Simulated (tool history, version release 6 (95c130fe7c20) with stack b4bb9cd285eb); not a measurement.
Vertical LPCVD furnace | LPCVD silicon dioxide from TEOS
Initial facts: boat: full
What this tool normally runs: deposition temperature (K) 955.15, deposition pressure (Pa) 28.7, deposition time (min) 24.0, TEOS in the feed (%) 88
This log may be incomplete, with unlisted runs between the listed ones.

run   hour  deposition temperature (K)  deposition pressure (Pa)  deposition time (min)  TEOS in the feed (%)  wafers since the last listed run  hours since the last temperature calibration  hours since the pressure gauge was zeroed  hours since the TEOS flow controller was replaced  hours since the gauge calibration  read-back reference wafer on the same gauge, thickness  film thickness on the monitor wafer in the middle of the boat (angstrom)
  1    0.0                      958.15                      28.7                   24.0                    88                                 0                                        3806.4                                     1601.8                                             3949.1                              407.0                                                  135.03                                                                    1404.9
  2   32.2                      961.15                      28.7                   24.0                    97                               625                                        3838.6                                     1634.0                                             3981.3                              439.2                                                  135.06                                                                    1581.6
  3   73.9                      955.15                      30.0                   24.0                    88                               809                                        3880.3                                     1675.7                                             4023.0                              480.9                                                  134.99                                                                    1335.4
  4  145.1                      955.15                      28.7                   24.0                    88                              1382                                        3951.5                                     1746.9                                             4094.2                              552.1                                                  134.97                                                                    1307.8
  5  207.3                      955.15                      28.7                   24.0                    88                              1207                                        4013.7                                     1809.1                                             4156.4                              614.3                                                  135.08                                                                    1305.5
  6  269.6                      955.15                      28.7                   24.0                    88                              1209                                        4076.0                                     1871.4                                             4218.7                              676.6                                                  134.95                                                                    1303.3
  7  310.3                      955.15                      28.7                   24.0                    88                               790                                        4116.7                                     1912.1                                             4259.4                              717.3                                                  134.91                                                                    1308.5
     338.7  -- thermocouples replaced and temperature profile calibrated
  8  341.8                      955.15                      28.7                   24.0                    88                               145                                           3.1                                     1943.6                                             4290.9                              748.8                                                  135.03                                                                    1198.6
     392.6  -- pressure gauge zeroed
  9  393.1                      947.15                      28.7                   24.0                    88                               530                                          54.4                                        0.5                                             4342.2                              800.1                                                  135.15                                                                     990.5
 10  422.4                      947.15                      28.7                   24.0                    88                               568                                          83.7                                       29.8                                             4371.5                              829.4                                                  135.02                                                                     989.9
 11  458.1                      955.15                      28.7                   24.0                    88                               693                                         119.4                                       65.5                                             4407.2                              865.1                                                  134.97                                                                    1201.3
     494.2  -- gauge calibrated
 12  507.3                      950.15                      32.0                   14.5                    74                               955                                         168.6                                      114.7                                             4456.4                               13.1                                                  135.06                                                                     623.9
 13  544.1                      950.15                      28.7                   29.5                    88                               714                                         205.4                                      151.5                                             4493.2                               49.9                                                  134.97                                                                    1309.8
     597.3  -- TEOS flow controller replaced
 14  597.8                      955.15                      28.7                   24.0                    88                               576                                         259.1                                      205.2                                                0.5                              103.6                                                  134.94                                                                    1209.8
 15  646.3                      955.15                      28.7                   24.0                    88                               941                                         307.6                                      253.7                                               49.0                              152.1                                                  135.05                                                                    1205.8
 16  703.0                      959.15                      31.3                   24.0                    88                              1100                                         364.3                                      310.4                                              105.7                              208.8                                                  134.81                                                                    1390.7
 17  763.5                      952.15                      28.7                   24.0                    88                              1174                                         424.8                                      370.9                                              166.2                              269.3                                                  134.94                                                                    1122.4
 18  791.9                      955.15                      28.7                   24.0                    71                               551                                         453.2                                      399.3                                              194.6                              297.7                                                  134.98                                                                    1091.1
 19  828.8                      955.15                      28.7                   24.0                    88                               716                                         490.1                                      436.2                                              231.5                              334.6                                                  135.16                                                                    1205.7
 20  897.5                      961.15                      28.7                   28.0                    97                              1333                                         558.8                                      504.9                                              300.2                              403.3                                                  135.07                                                                    1706.1

Run-by-run hidden state of the tool:
true pressure minus gauge reading, mTorr: 0, the same for each run
deviation of the TEOS flow from its setpoint, %: 0, the same for each run
gauge reads high (%): 0, the same for each run
H1: true tube temperature minus thermocouple reading, K
run     H1
  1   3.74
  2   3.77
  3   3.81
  4   3.87
  5   3.92
  6   3.97
  7   4.01
  8  0.322
  9  0.366
 10  0.391
 11  0.421
 12  0.462
 13  0.493
 14  0.539
 15   0.58
 16  0.628
 17  0.679
 18  0.703
 19  0.734
 20  0.792

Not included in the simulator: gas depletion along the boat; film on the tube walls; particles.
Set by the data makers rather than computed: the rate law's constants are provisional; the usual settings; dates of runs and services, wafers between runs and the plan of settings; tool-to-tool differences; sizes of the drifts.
